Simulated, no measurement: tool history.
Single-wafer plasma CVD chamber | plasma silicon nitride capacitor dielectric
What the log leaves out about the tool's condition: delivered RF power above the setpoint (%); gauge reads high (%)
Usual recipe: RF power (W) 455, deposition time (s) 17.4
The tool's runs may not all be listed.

run    hour  RF power (W)  deposition time (s)  wafers since the last listed run  hours since the last RF generator calibration  hours since the showerhead was replaced  hours since the gauge calibration  read-back reference wafer on the same gauge, thickness_nm  mean film thickness on the monitor wafer (angstrom)
  1     0.0           455                 17.4                                 0                                         1199.0                                   7355.9                             1011.1                                                     25.693                                               252.99
  2    69.9           455                 17.4                              3436                                         1268.9                                   7425.8                             1081.0                                                     25.688                                               255.27
      107.1  -- gauge calibrated
  3   117.9           455                 17.4                              2359                                         1316.9                                   7473.8                               10.8                                                     25.719                                               253.29
  4   145.7           455                 17.4                              1366                                         1344.7                                   7501.6                               38.6                                                     25.672                                               252.30
  5   186.8           455                 17.4                              2020                                         1385.8                                   7542.7                               79.7                                                     25.709                                               252.29
  6   254.0           455                 17.4                              3303                                         1453.0                                   7609.9                              146.9                                                     25.694                                               253.00
  7   313.6           500                 17.4                              2929                                         1512.6                                   7669.5                              206.5                                                     25.725                                               259.93
  8   349.4           455                 17.4                              1759                                         1548.4                                   7705.3                              242.3                                                     25.740                                               252.88
  9   416.6           455                 17.4                              3303                                         1615.6                                   7772.5                              309.5                                                     25.691                                               252.93
 10   476.0           385                 18.2                              2920                                         1675.0                                   7831.9                              368.9                                                     25.677                                               250.76
 11   526.6           385                 18.2                              2487                                         1725.6                                   7882.5                              419.5                                                     25.699                                               250.57
 12   581.9           385                 18.2                              2718                                         1780.9                                   7937.8                              474.8                                                     25.704                                               247.96
 13   618.5           505                 17.4                              1799                                         1817.5                                   7974.4                              511.4                                                     25.708                                               261.85
 14   663.4           505                 17.4                              2207                                         1862.4                                   8019.3                              556.3                                                     25.691                                               258.34
 15   701.3           455                 16.6                              1863                                         1900.3                                   8057.2                              594.2                                                     25.703                                               239.10
 16   751.8           455                 16.6                              2482                                         1950.8                                   8107.7                              644.7                                                     25.692                                               238.45
      786.2  -- showerhead replaced, of another model than before
 17   817.5           455                 16.6                              2836                                         2016.5                                     31.3                              710.4                                                     25.682                                               235.42
 18   857.1           455                 14.4                              1946                                         2056.1                                     70.9                              750.0                                                     25.698                                               204.62
 19   892.1           375                 19.6                              1720                                         2091.1                                    105.9                              785.0                                                     25.740                                               253.85
 20   943.4           390                 19.9                              2521                                         2142.4                                    157.2                              836.3                                                     25.702                                               262.78
 21  1004.2           455                 17.4                              2988                                         2203.2                                    218.0                              897.1                                                     25.717                                               244.35
     1021.1  -- RF generator calibrated
     1031.0  -- gauge calibrated
 22  1044.4           370                 17.4                              1582                                           23.3                                    258.2                               13.4                                                     25.690                                               233.39
 23  1073.7           540                 17.4                              1440                                           52.6                                    287.5                               42.7                                                     25.674                                               277.07
 24  1125.0           455                 17.4                              2521                                          103.9                                    338.8                               94.0                                                     25.729                                               256.04
 25  1161.2           375                 19.8                              1779                                          140.1                                    375.0                              130.2                                                     25.715                                               267.62
 26  1193.8           455                 15.4                              1602                                          172.7                                    407.6                              162.8                                                     25.704                                               227.03
 27  1258.4           370                 19.6                              3175                                          237.3                                    472.2                              227.4                                                     25.686                                               262.51
 28  1297.9           380                 15.9                              1941                                          276.8                                    511.7                              266.9                                                     25.699                                               215.97
 29  1410.8           455                 17.4                              5549                                          389.7                                    624.6                              379.8                                                     25.728                                               258.66
 30  1478.8           430                 18.9                              3342                                          457.7                                    692.6                              447.8                                                     25.743                                               270.13
 31  1544.7           430                 14.7                              3239                                          523.6                                    758.5                              513.7                                                     25.697                                               213.62
 32  1596.3           535                 17.4                              2536                                          575.2                                    810.1                              565.3                                                     25.712                                               274.37
 33  1642.6           505                 15.6                              2276                                          621.5                                    856.4                              611.6                                                     25.686                                               238.37
 34  1699.9           455                 17.4                              2816                                          678.8                                    913.7                              668.9                                                     25.680                                               255.68

Below are 4 alternative next runs, each starting from the tool's condition after run 34. Predict each:
  A  1700.3           455                 14.2                                19                                          679.2                                    914.1                              669.3                                                          ?                                                    ?
  B  1700.3           525                 14.5                                19                                          679.2                                    914.1                              669.3                                                          ?                                                    ?
  C  1700.3           415                 15.2                                19                                          679.2                                    914.1                              669.3                                                          ?                                                    ?
  D  1700.3           540                 18.5                                19                                          679.2                                    914.1                              669.3                                                          ?                                                    ?

run  read-back reference wafer on the same gauge, thickness_nm  mean film thickness on the monitor wafer (angstrom)
  A                                                     25.700                                               209.43
  B                                                     25.700                                               227.44
  C                                                     25.700                                               214.99
  D                                                     25.700                                               293.60
Without the tool's unlogged condition, the same runs would have read:
run  mean film thickness on the monitor wafer (angstrom)
  A                                               210.45
  B                                               228.55
  C                                               216.04
  D                                               295.03
